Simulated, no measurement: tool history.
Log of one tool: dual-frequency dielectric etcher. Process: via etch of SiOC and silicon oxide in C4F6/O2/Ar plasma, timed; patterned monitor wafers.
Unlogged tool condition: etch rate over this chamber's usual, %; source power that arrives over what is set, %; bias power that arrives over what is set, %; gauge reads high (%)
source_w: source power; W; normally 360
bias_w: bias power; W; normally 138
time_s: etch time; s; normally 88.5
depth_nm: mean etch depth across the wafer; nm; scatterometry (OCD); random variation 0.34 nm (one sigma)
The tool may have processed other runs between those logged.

run,hour,source_w,bias_w,time_s,wafers since the last listed run,hours since the last wet clean,hours since the last source power generator calibration,hours since the last bias power generator calibration,hours since the last upper electrode change,hours since the gauge calibration,"read-back reference wafer on the same gauge, depth_nm",depth_nm
1,0.0,310,124,88.5,0,156.4,1792.0,1037.4,5181.2,678.3,79.4,82.4
2,69.7,360,138,88.5,606,226.1,1861.7,1107.1,5250.9,748.0,79.3,92.7
3,109.8,360,138,88.5,348,266.2,1901.8,1147.2,5291.0,788.1,79.4,92.8
4,219.3,360,138,88.5,952,375.7,2011.3,1256.7,5400.5,897.6,79.1,92.2
5,280.6,310,138,95.0,533,437.0,2072.6,1318.0,5461.8,958.9,79.0,92.4
# hour 358.1: wet clean of the chamber
6,358.6,310,138,95.0,469,0.5,2150.6,1396.0,5539.8,1036.9,78.9,92.1
7,417.3,310,138,95.0,510,59.2,2209.3,1454.7,5598.5,1095.6,78.8,92.4
8,520.5,360,138,108.0,897,162.4,2312.5,1557.9,5701.7,1198.8,78.8,113.2
9,625.3,360,138,88.5,911,267.2,2417.3,1662.7,5806.5,1303.6,78.4,92.3
# hour 669.7: source power generator calibrated
10,672.5,360,138,88.5,375,314.4,2.8,1709.9,5853.7,1350.8,78.4,91.7
# hour 938.0: gauge calibrated
# hour 941.0: wet clean of the chamber
11,970.2,360,138,88.5,2381,29.2,300.5,2007.6,6151.4,32.2,80.0,93.6
12,1050.4,360,138,88.5,697,109.4,380.7,2087.8,6231.6,112.4,79.9,93.1
# hour 1112.7: bias power generator calibrated
13,1113.2,360,152,88.5,511,172.2,443.5,0.5,6294.4,175.2,79.9,96.6
14,1163.2,430,114,66.0,434,222.2,493.5,50.5,6344.4,225.2,79.9,70.8
15,1244.8,430,138,96.0,709,303.8,575.1,132.1,6426.0,306.8,79.6,109.6
16,1319.7,360,121,88.5,651,378.7,650.0,207.0,6500.9,381.7,79.5,89.2
# hour 1355.7: upper electrode replaced
17,1374.1,310,138,111.0,264,433.1,704.4,261.4,18.4,436.1,79.3,108.5
18,1441.1,360,170,110.0,582,500.1,771.4,328.4,85.4,503.1,79.4,124.8
19,1523.8,310,138,95.0,719,582.8,854.1,411.1,168.1,585.8,79.4,92.4
# hour 1577.2: wet clean of the chamber
20,1612.4,410,156,107.5,561,35.2,942.7,499.7,256.7,674.4,79.0,125.6
21,1690.9,360,138,88.5,682,113.7,1021.2,578.2,335.2,752.9,79.1,92.9
22,1741.8,360,138,75.5,442,164.6,1072.1,629.1,386.1,803.8,78.8,78.8
23,1794.2,430,138,99.0,455,217.0,1124.5,681.5,438.5,856.2,78.8,112.5
24,1842.9,310,168,88.5,423,265.7,1173.2,730.2,487.2,904.9,78.8,92.4
25,1943.4,280,163,73.5,874,366.2,1273.7,830.7,587.7,1005.4,78.5,71.7
26,2026.7,400,107,106.0,724,449.5,1357.0,914.0,671.0,1088.7,78.4,106.1
# hour 2132.6: wet clean of the chamber
27,2133.1,360,138,88.5,716,0.5,1463.4,1020.4,777.4,1195.1,78.3,92.0

Across each entry between runs, compare the hidden state at the last listed run before it with the hidden state at the first listed run after it:
Run 5 -> run 6: wet clean of the chamber (hour 358.1)
  gauge reads high (%): -1.85 -> -2
  measured less the result without the state, depth_nm: -1.7 -> -1.9 nm
Run 9 -> run 10: source power generator calibrated (hour 669.7)
  gauge reads high (%): -2.49 -> -2.57
  measured less the result without the state, depth_nm: -2.4 -> -2.4 nm
Run 10 -> run 11: gauge calibrated (hour 938.0); wet clean of the chamber (hour 941.0)
  gauge reads high (%): -2.57 -> -0.593
  measured less the result without the state, depth_nm: -2.4 -> -0.5 nm
Run 12 -> run 13: bias power generator calibrated (hour 1112.7)
  gauge reads high (%): -0.741 -> -0.856
  measured less the result without the state, depth_nm: -0.7 -> -0.8 nm
Run 16 -> run 17: upper electrode replaced (hour 1355.7)
  gauge reads high (%): -1.24 -> -1.34
  measured less the result without the state, depth_nm: -1.1 -> -1.4 nm
Run 19 -> run 20: wet clean of the chamber (hour 1577.2)
  gauge reads high (%): -1.61 -> -1.78
  measured less the result without the state, depth_nm: -1.5 -> -2.3 nm
Run 26 -> run 27: wet clean of the chamber (hour 2132.6)
  gauge reads high (%): -2.54 -> -2.74
  measured less the result without the state, depth_nm: -2.8 -> -2.6 nm

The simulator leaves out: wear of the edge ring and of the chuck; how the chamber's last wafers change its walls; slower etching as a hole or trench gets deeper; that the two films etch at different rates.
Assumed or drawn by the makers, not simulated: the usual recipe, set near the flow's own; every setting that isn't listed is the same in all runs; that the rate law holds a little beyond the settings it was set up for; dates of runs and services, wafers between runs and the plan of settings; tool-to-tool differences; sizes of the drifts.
